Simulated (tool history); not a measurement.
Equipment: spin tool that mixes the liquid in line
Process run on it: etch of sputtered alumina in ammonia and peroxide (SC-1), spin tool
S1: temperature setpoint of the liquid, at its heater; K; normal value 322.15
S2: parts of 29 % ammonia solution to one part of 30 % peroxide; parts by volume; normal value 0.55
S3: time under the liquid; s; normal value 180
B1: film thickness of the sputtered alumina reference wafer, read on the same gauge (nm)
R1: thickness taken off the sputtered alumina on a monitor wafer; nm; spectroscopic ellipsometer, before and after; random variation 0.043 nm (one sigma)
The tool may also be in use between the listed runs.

run	hour	S1	S2	S3	B1	R1
1	0.0	322.15	0.55	155	70.02	6.46
2	57.5	322.15	0.55	180	70.05	7.45
# hour 88.7: thermometer replaced
3	102.5	322.15	0.55	180	70.01	7.79
4	140.3	322.15	0.55	180	69.98	7.66
5	228.6	322.15	0.55	180	69.96	7.63
# hour 252.0: ammonia flow meter replaced
6	327.3	329.65	0.80	115	70.03	7.61
7	421.9	315.15	0.65	180	70.04	5.18
8	505.8	312.15	0.35	255	70.00	5.69
9	570.9	322.15	0.55	180	70.02	7.46
# hour 669.2: new drum of ammonia solution connected
10	830.5	322.15	0.55	180	69.98	7.42
# hour 898.3: heated supply line repaired
# hour 1011.4: gauge calibrated
11	1044.0	325.15	0.85	180	70.00	9.57
12	1144.8	315.65	0.65	275	69.96	8.39
13	1250.8	327.15	0.45	130	69.99	7.15
14	1300.7	322.15	0.55	180	69.98	7.70
# hour 1306.7: thermometer replaced
15	1396.3	315.65	0.35	265	70.01	7.90
16	1481.0	322.15	0.55	250	70.05	11.16
17	1563.8	315.65	0.65	275	70.01	8.57
# hour 1607.6: ammonia flow meter replaced
18	1633.9	322.15	0.55	180	70.00	7.94
19	1709.0	322.15	0.70	180	70.03	8.10
20	1762.8	327.15	0.55	180	69.94	10.39
# hour 1811.9: new drum of ammonia solution connected
21	1823.7	322.15	0.55	180	70.04	7.80
22	1926.6	312.65	0.30	80	70.02	1.90
23	1980.4	328.65	0.55	90	70.01	5.62
24	2047.0	322.15	0.55	125	69.97	5.37
25	2138.8	322.15	0.55	180	69.99	7.71

3 options for the next run, each taken on its own from the tool as it stands now. Forecast them:
A	2139.3	329.65	0.55	180	?	?
B	2139.3	326.15	0.75	210	?	?
C	2139.3	331.65	0.75	75	?	?

run	B1	R1
A	69.96	11.64
B	69.96	11.60
C	69.96	5.55
Stripped of hidden state, with their random variation kept, the same runs would have yielded:
run	R1
A	12.36
B	12.33
C	5.89

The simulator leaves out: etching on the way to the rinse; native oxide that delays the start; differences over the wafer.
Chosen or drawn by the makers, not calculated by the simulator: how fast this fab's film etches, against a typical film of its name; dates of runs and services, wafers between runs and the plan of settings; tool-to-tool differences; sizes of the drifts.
